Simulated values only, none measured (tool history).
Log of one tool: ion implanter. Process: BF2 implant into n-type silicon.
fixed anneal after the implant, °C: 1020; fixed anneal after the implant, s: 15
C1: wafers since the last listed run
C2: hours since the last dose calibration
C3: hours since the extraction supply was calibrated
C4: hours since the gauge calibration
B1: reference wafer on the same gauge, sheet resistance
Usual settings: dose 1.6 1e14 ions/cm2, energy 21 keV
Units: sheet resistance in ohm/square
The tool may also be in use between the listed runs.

Run 1, day 0: usual settings; C1 0; C2 1121.5; C3 3600.1; C4 829.3; B1 715.99. Result: sheet resistance 664.1 ohm/square.
Run 2, day 0.854: usual settings; C1 252; C2 1142; C3 3620.6; C4 849.8; B1 716. Result: sheet resistance 664.85 ohm/square.
Run 3, day 1.583: usual settings; C1 215; C2 1159.5; C3 3638.1; C4 867.3; B1 715.86. Result: sheet resistance 664.37 ohm/square.
Run 4, day 2.567: usual settings; C1 290; C2 1183.1; C3 3661.7; C4 890.9; B1 716.39. Result: sheet resistance 666.07 ohm/square.
Run 5, day 3.762: usual settings; C1 353; C2 1211.8; C3 3690.4; C4 919.6; B1 715.62. Result: sheet resistance 665.35 ohm/square.
Run 6, day 4.267: usual settings but dose 1.48 1e14 ions/cm2; C1 148; C2 1223.9; C3 3702.5; C4 931.7; B1 715.43. Result: sheet resistance 710.75 ohm/square.
Run 7, day 5.075: usual settings but dose 1.48 1e14 ions/cm2; C1 238; C2 1243.3; C3 3721.9; C4 951.1; B1 716.07. Result: sheet resistance 708.71 ohm/square.
Run 8, day 5.696: usual settings but dose 1.48 1e14 ions/cm2; C1 183; C2 1258.2; C3 3736.8; C4 966; B1 716.37. Result: sheet resistance 709.69 ohm/square.
Run 9, day 6.533: usual settings but dose 1.3 1e14 ions/cm2; C1 247; C2 1278.3; C3 3756.9; C4 986.1; B1 715.85. Result: sheet resistance 794.37 ohm/square.
Run 10, day 7.488: usual settings; C1 281; C2 1301.2; C3 3779.8; C4 1009; B1 716.11. Result: sheet resistance 666.14 ohm/square.
At day 8.312: extraction supply calibrated.
Run 11, day 8.388: usual settings; C1 167; C2 1322.8; C3 1.8; C4 1030.6; B1 716.1. Result: sheet resistance 660.73 ohm/square.
At day 9.979: Faraday cup replaced and dose calibrated.
Run 12, day 10: usual settings; C1 377; C2 0.5; C3 40.5; C4 1069.3; B1 715.87. Result: sheet resistance 676.49 ohm/square.
Run 13, day 10.829: usual settings but dose 1.45 1e14 ions/cm2; C1 244; C2 20.4; C3 60.4; C4 1089.2; B1 716.14. Result: sheet resistance 737.25 ohm/square.
Run 14, day 13.5: usual settings but dose 1.45 1e14 ions/cm2; C1 788; C2 84.5; C3 124.5; C4 1153.3; B1 715.76. Result: sheet resistance 738.34 ohm/square.
Run 15, day 14.188: usual settings but energy 17 keV; C1 203; C2 101; C3 141; C4 1169.8; B1 716.34. Result: sheet resistance 698.48 ohm/square.
Run 16, day 14.904: usual settings but dose 1.34 1e14 ions/cm2, energy 18.5 keV; C1 211; C2 118.2; C3 158.2; C4 1187; B1 716.33. Result: sheet resistance 803.62 ohm/square.
Run 17, day 15.462: usual settings but dose 1.3 1e14 ions/cm2; C1 164; C2 131.6; C3 171.6; C4 1200.4; B1 716.26. Result: sheet resistance 808.61 ohm/square.
Run 18, day 16.742: usual settings; C1 377; C2 162.3; C3 202.3; C4 1231.1; B1 715.96. Result: sheet resistance 681.88 ohm/square.
Run 19, day 18.054: usual settings but dose 1.47 1e14 ions/cm2, energy 14 keV; C1 387; C2 193.8; C3 233.8; C4 1262.6; B1 716.07. Result: sheet resistance 775.95 ohm/square.
At day 19.225: Faraday cup replaced and dose calibrated, repeated, since the last time left the tool worse.
Run 20, day 21.871: usual settings but energy 23 keV; C1 1028; C2 63.5; C3 325.4; C4 1354.2; B1 716.11. Result: sheet resistance 646.96 ohm/square.
Run 21, day 22.9: usual settings but dose 1.4 1e14 ions/cm2, energy 28.5 keV; C1 304; C2 88.2; C3 350.1; C4 1378.9; B1 716.47. Result: sheet resistance 700.87 ohm/square.
Run 22, day 23.9: usual settings but dose 1.36 1e14 ions/cm2, energy 26 keV; C1 295; C2 112.2; C3 374.1; C4 1402.9; B1 715.97. Result: sheet resistance 726.51 ohm/square.
At day 24.779: gauge calibrated.
Run 23, day 25.025: usual settings but dose 1.96 1e14 ions/cm2; C1 332; C2 139.2; C3 401.1; C4 5.9; B1 716.08. Result: sheet resistance 547.36 ohm/square.
Run 24, day 25.85: usual settings; C1 243; C2 159; C3 420.9; C4 25.7; B1 716.17. Result: sheet resistance 652.36 ohm/square.
Run 25, day 26.433: usual settings but dose 2.02 1e14 ions/cm2; C1 172; C2 173; C3 434.9; C4 39.7; B1 716.07. Result: sheet resistance 535.83 ohm/square.
Run 26, day 27.362: usual settings but dose 1.37 1e14 ions/cm2, energy 16.5 keV; C1 274; C2 195.3; C3 457.2; C4 62; B1 716.37. Result: sheet resistance 772.52 ohm/square.
Run 27, day 28.021: usual settings but dose 1.75 1e14 ions/cm2; C1 194; C2 211.1; C3 473; C4 77.8; B1 716.06. Result: sheet resistance 605.54 ohm/square.
Run 28, day 29.483: usual settings but dose 1.74 1e14 ions/cm2, energy 24 keV; C1 432; C2 246.2; C3 508.1; C4 112.9; B1 716.06. Result: sheet resistance 598.56 ohm/square.
Run 29, day 30.483: usual settings but dose 2.02 1e14 ions/cm2, energy 15.5 keV; C1 295; C2 270.2; C3 532.1; C4 136.9; B1 715.72. Result: sheet resistance 554.15 ohm/square.
Run 30, day 31.146: usual settings; C1 195; C2 286.1; C3 548; C4 152.8; B1 716.16. Result: sheet resistance 656.3 ohm/square.
Run 31, day 32.288: usual settings but dose 1.97 1e14 ions/cm2, energy 24.5 keV; C1 337; C2 313.5; C3 575.4; C4 180.2; B1 715.89. Result: sheet resistance 545.5 ohm/square.
Run 32, day 33.388: usual settings but dose 1.31 1e14 ions/cm2, energy 25 keV; C1 324; C2 339.9; C3 601.8; C4 206.6; B1 715.81. Result: sheet resistance 759.96 ohm/square.
Run 33, day 34.829: usual settings but dose 1.88 1e14 ions/cm2, energy 14.5 keV; C1 425; C2 374.5; C3 636.4; C4 241.2; B1 715.58. Result: sheet resistance 596.5 ohm/square.
Run 34, day 35.967: usual settings; C1 336; C2 401.8; C3 663.7; C4 268.5; B1 716.37. Result: sheet resistance 657.57 ohm/square.
Run 35, day 36.938: usual settings but energy 23.5 keV; C1 286; C2 425.1; C3 687; C4 291.8; B1 715.98. Result: sheet resistance 648.66 ohm/square.

Forecast run 36:
Run 36, day 37.812: usual settings but dose 1.86 1e14 ions/cm2, energy 14 keV; C1 258; C2 446.1; C3 708; C4 312.8; B1 ?. Result: sheet resistance ?.

Run 36 gave B1 716.15, sheet resistance 603.57 ohm/square.
Without the tool's hidden state the same run would have given sheet resistance 591.47 ohm/square.
